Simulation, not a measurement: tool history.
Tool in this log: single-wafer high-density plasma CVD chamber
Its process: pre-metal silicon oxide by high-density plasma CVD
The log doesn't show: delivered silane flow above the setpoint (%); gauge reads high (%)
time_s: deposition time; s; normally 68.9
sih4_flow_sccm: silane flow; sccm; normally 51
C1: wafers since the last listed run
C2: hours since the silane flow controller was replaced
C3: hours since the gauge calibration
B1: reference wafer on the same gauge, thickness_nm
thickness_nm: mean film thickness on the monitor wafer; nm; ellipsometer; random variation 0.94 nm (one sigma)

{"run": 1, "day": 0.0, "time_s": 68.9, "sih4_flow_sccm": 51, "C1": 0, "C2": 3596.1, "C3": 127.1, "B1": 402.01, "thickness_nm": 356.807}
{"run": 2, "day": 1.125, "time_s": 68.9, "sih4_flow_sccm": 51, "C1": 344, "C2": 3623.1, "C3": 154.1, "B1": 402.285, "thickness_nm": 358.01}
{"run": 3, "day": 2.112, "time_s": 68.9, "sih4_flow_sccm": 51, "C1": 302, "C2": 3646.8, "C3": 177.8, "B1": 401.904, "thickness_nm": 357.604}
{"run": 4, "day": 2.658, "time_s": 68.9, "sih4_flow_sccm": 51, "C1": 167, "C2": 3659.9, "C3": 190.9, "B1": 401.981, "thickness_nm": 355.056}
{"run": 5, "day": 3.875, "time_s": 68.9, "sih4_flow_sccm": 53, "C1": 372, "C2": 3689.1, "C3": 220.1, "B1": 401.743, "thickness_nm": 371.495}
{"run": 6, "day": 4.567, "time_s": 68.9, "sih4_flow_sccm": 53, "C1": 211, "C2": 3705.7, "C3": 236.7, "B1": 402.28, "thickness_nm": 371.631}
{"run": 7, "day": 5.871, "time_s": 68.9, "sih4_flow_sccm": 51, "C1": 399, "C2": 3737.0, "C3": 268.0, "B1": 402.39, "thickness_nm": 357.899}
{"run": 8, "day": 7.158, "time_s": 68.9, "sih4_flow_sccm": 51, "C1": 394, "C2": 3767.9, "C3": 298.9, "B1": 401.655, "thickness_nm": 357.331}
{"run": 9, "day": 8.546, "time_s": 68.9, "sih4_flow_sccm": 51, "C1": 424, "C2": 3801.2, "C3": 332.2, "B1": 401.546, "thickness_nm": 356.413}
{"run": 10, "day": 12.25, "time_s": 78.8, "sih4_flow_sccm": 51, "C1": 1133, "C2": 3890.1, "C3": 421.1, "B1": 401.988, "thickness_nm": 408.288}
{"run": 11, "day": 13.338, "time_s": 68.9, "sih4_flow_sccm": 51, "C1": 332, "C2": 3916.2, "C3": 447.2, "B1": 401.879, "thickness_nm": 359.154}
{"run": 12, "day": 14.825, "time_s": 60.5, "sih4_flow_sccm": 46, "C1": 455, "C2": 3951.9, "C3": 482.9, "B1": 401.819, "thickness_nm": 283.157}
{"run": 13, "day": 15.762, "time_s": 76.5, "sih4_flow_sccm": 51, "C1": 287, "C2": 3974.4, "C3": 505.4, "B1": 402.384, "thickness_nm": 397.159}
{"run": 14, "day": 16.767, "time_s": 76.5, "sih4_flow_sccm": 51, "C1": 307, "C2": 3998.5, "C3": 529.5, "B1": 402.422, "thickness_nm": 397.771}
{"run": 15, "day": 18.146, "time_s": 68.9, "sih4_flow_sccm": 51, "C1": 422, "C2": 4031.6, "C3": 562.6, "B1": 402.379, "thickness_nm": 358.025}
{"run": 16, "day": 19.488, "time_s": 68.9, "sih4_flow_sccm": 51, "C1": 410, "C2": 4063.8, "C3": 594.8, "B1": 402.403, "thickness_nm": 358.342}
{"day": 20.333, "done": "silane flow controller replaced"}
{"run": 17, "day": 20.75, "time_s": 64.8, "sih4_flow_sccm": 51, "C1": 284, "C2": 10.0, "C3": 625.1, "B1": 401.965, "thickness_nm": 315.757}
{"run": 18, "day": 21.354, "time_s": 64.8, "sih4_flow_sccm": 51, "C1": 184, "C2": 24.5, "C3": 639.6, "B1": 401.726, "thickness_nm": 317.265}
{"run": 19, "day": 22.583, "time_s": 64.8, "sih4_flow_sccm": 51, "C1": 376, "C2": 54.0, "C3": 669.1, "B1": 401.778, "thickness_nm": 316.243}
{"run": 20, "day": 23.625, "time_s": 68.9, "sih4_flow_sccm": 46, "C1": 318, "C2": 79.0, "C3": 694.1, "B1": 402.252, "thickness_nm": 305.516}
{"run": 21, "day": 25.0, "time_s": 79.4, "sih4_flow_sccm": 51, "C1": 420, "C2": 112.0, "C3": 727.1, "B1": 402.124, "thickness_nm": 388.551}
{"run": 22, "day": 26.075, "time_s": 68.9, "sih4_flow_sccm": 51, "C1": 329, "C2": 137.8, "C3": 752.9, "B1": 402.22, "thickness_nm": 339.259}
{"run": 23, "day": 27.133, "time_s": 77.9, "sih4_flow_sccm": 48, "C1": 323, "C2": 163.2, "C3": 778.3, "B1": 401.77, "thickness_nm": 360.186}
{"run": 24, "day": 28.242, "time_s": 63.6, "sih4_flow_sccm": 61, "C1": 339, "C2": 189.8, "C3": 804.9, "B1": 402.092, "thickness_nm": 373.047}
{"day": 28.608, "done": "gauge calibrated"}
{"run": 25, "day": 29.546, "time_s": 68.9, "sih4_flow_sccm": 51, "C1": 399, "C2": 221.1, "C3": 22.5, "B1": 402.402, "thickness_nm": 338.635}
{"run": 26, "day": 30.7, "time_s": 79.6, "sih4_flow_sccm": 56, "C1": 353, "C2": 248.8, "C3": 50.2, "B1": 402.213, "thickness_nm": 429.72}
{"run": 27, "day": 31.346, "time_s": 79.6, "sih4_flow_sccm": 56, "C1": 197, "C2": 264.3, "C3": 65.7, "B1": 402.052, "thickness_nm": 429.829}
{"run": 28, "day": 32.142, "time_s": 79.5, "sih4_flow_sccm": 46, "C1": 243, "C2": 283.4, "C3": 84.8, "B1": 401.902, "thickness_nm": 353.231}
{"run": 29, "day": 33.058, "time_s": 61.0, "sih4_flow_sccm": 45, "C1": 280, "C2": 305.4, "C3": 106.8, "B1": 401.833, "thickness_nm": 265.73}
{"run": 30, "day": 33.996, "time_s": 68.9, "sih4_flow_sccm": 51, "C1": 287, "C2": 327.9, "C3": 129.3, "B1": 401.796, "thickness_nm": 340.198}
{"run": 31, "day": 34.758, "time_s": 68.9, "sih4_flow_sccm": 51, "C1": 233, "C2": 346.2, "C3": 147.6, "B1": 401.773, "thickness_nm": 340.131}
{"run": 32, "day": 36.221, "time_s": 68.9, "sih4_flow_sccm": 60, "C1": 447, "C2": 381.3, "C3": 182.7, "B1": 402.107, "thickness_nm": 399.465}
{"run": 33, "day": 37.554, "time_s": 76.3, "sih4_flow_sccm": 56, "C1": 408, "C2": 413.3, "C3": 214.7, "B1": 402.055, "thickness_nm": 413.878}
{"run": 34, "day": 38.712, "time_s": 63.5, "sih4_flow_sccm": 51, "C1": 354, "C2": 441.1, "C3": 242.5, "B1": 401.813, "thickness_nm": 313.655}
{"run": 35, "day": 39.867, "time_s": 73.7, "sih4_flow_sccm": 54, "C1": 353, "C2": 468.8, "C3": 270.2, "B1": 401.941, "thickness_nm": 387.126}
{"run": 36, "day": 40.646, "time_s": 78.4, "sih4_flow_sccm": 55, "C1": 238, "C2": 487.5, "C3": 288.9, "B1": 402.125, "thickness_nm": 420.026}
{"run": 37, "day": 41.6, "time_s": 68.9, "sih4_flow_sccm": 51, "C1": 292, "C2": 510.4, "C3": 311.8, "B1": 401.859, "thickness_nm": 342.88}
{"run": 38, "day": 42.254, "time_s": 68.9, "sih4_flow_sccm": 51, "C1": 200, "C2": 526.1, "C3": 327.5, "B1": 401.801, "thickness_nm": 343.363}
{"run": 39, "day": 42.9, "time_s": 61.6, "sih4_flow_sccm": 41, "C1": 197, "C2": 541.6, "C3": 343.0, "B1": 401.874, "thickness_nm": 245.723}
{"run": 40, "day": 44.004, "time_s": 64.1, "sih4_flow_sccm": 47, "C1": 338, "C2": 568.1, "C3": 369.5, "B1": 402.344, "thickness_nm": 293.88}
{"run": 41, "day": 45.075, "time_s": 63.6, "sih4_flow_sccm": 61, "C1": 327, "C2": 593.8, "C3": 395.2, "B1": 401.985, "thickness_nm": 379.672}
{"run": 42, "day": 47.708, "time_s": 68.9, "sih4_flow_sccm": 51, "C1": 806, "C2": 657.0, "C3": 458.4, "B1": 402.044, "thickness_nm": 343.099}

Describe how what the log doesn't record of the tool's condition differs between the last listed run preceding each entry between runs and the first listed run following it.
After run 16, before run 17: silane flow controller replaced (day 20.333)
  delivered silane flow above the setpoint (%): 5.8 -> -0.562
  measured value less the no-hidden-state value, thickness_nm: +19.648 -> -1.783 nm
After run 24, before run 25: gauge calibrated (day 28.608)
  delivered silane flow above the setpoint (%): 0.108 -> 0.217
  measured value less the no-hidden-state value, thickness_nm: +0.400 -> +0.732 nm
